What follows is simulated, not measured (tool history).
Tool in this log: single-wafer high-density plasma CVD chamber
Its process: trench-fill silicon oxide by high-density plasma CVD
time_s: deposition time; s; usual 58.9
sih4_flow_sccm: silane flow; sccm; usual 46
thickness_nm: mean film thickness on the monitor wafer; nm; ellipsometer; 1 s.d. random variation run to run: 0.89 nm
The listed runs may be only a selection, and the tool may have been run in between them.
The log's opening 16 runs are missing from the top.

| run | day | time_s | sih4_flow_sccm | read-back reference wafer on the same gauge, thickness_nm | thickness_nm |
|---|---|---|---|---|---|
| 17 | 36.858 | 58.9 | 46 | 224.974 | 267.350 |
| 18 | 39.492 | 63.4 | 40 | 224.987 | 253.006 |
| 19 | 41.208 | 63.4 | 40 | 225.010 | 253.484 |
| 20 | 42.967 | 58.9 | 46 | 225.069 | 268.599 |
| 21 | 45.929 | 67.9 | 51 | 225.143 | 344.167 |
| 22 | 48.729 | 47.4 | 41 | 224.877 | 195.780 |
| 23 | 50.079 | 51.9 | 46 | 224.953 | 238.119 |
| 24 | 51.933 | 67.7 | 42 | 224.908 | 284.856 |
| 25 | 53.529 | 55.0 | 46 | 225.057 | 252.152 |
| 26 | 55.229 | 51.1 | 46 | 225.059 | 235.237 |
| 27 | 64.096 | 52.7 | 52 | 224.993 | 271.344 |
| 28 | 65.579 | 49.4 | 37 | 225.016 | 186.711 |
| 29 | 67.350 | 58.9 | 43 | 224.920 | 256.581 |
| 30 | 70.188 | 48.8 | 43 | 224.972 | 213.149 |
| 31 | 72.929 | 66.0 | 46 | 225.055 | 305.947 |
| 32 | 75.150 | 67.7 | 38 | 224.983 | 264.600 |
| 33 | 77.683 | 58.9 | 46 | 224.900 | 272.164 |
| 34 | 80.558 | 69.3 | 52 | 225.195 | 363.794 |
| 35 | 82.558 | 58.9 | 46 | 225.131 | 273.543 |
| 36 | 85.212 | 58.9 | 49 | 224.862 | 290.495 |
| 37 | 87.638 | 58.9 | 46 | 224.930 | 274.141 |
| 38 | 90.550 | 70.6 | 52 | 225.045 | 367.423 |

Predict each of these 4 candidate next runs independently; none follows another, all start after run 38:
| A | 90.567 | 58.9 | 46 | ? | ? |
| B | 90.567 | 62.0 | 38 | ? | ? |
| C | 90.567 | 65.2 | 53 | ? | ? |
| D | 90.567 | 58.9 | 53 | ? | ? |

| run | read-back reference wafer on the same gauge, thickness_nm | thickness_nm |
|---|---|---|
| A | 224.882 | 274.074 |
| B | 224.882 | 241.757 |
| C | 224.882 | 346.399 |
| D | 224.882 | 312.928 |
Take away the tool's hidden state, keep each run's random variation, and the runs would have read:
| run | thickness_nm |
|---|---|
| A | 264.301 |
| B | 233.136 |
| C | 334.048 |
| D | 301.770 |
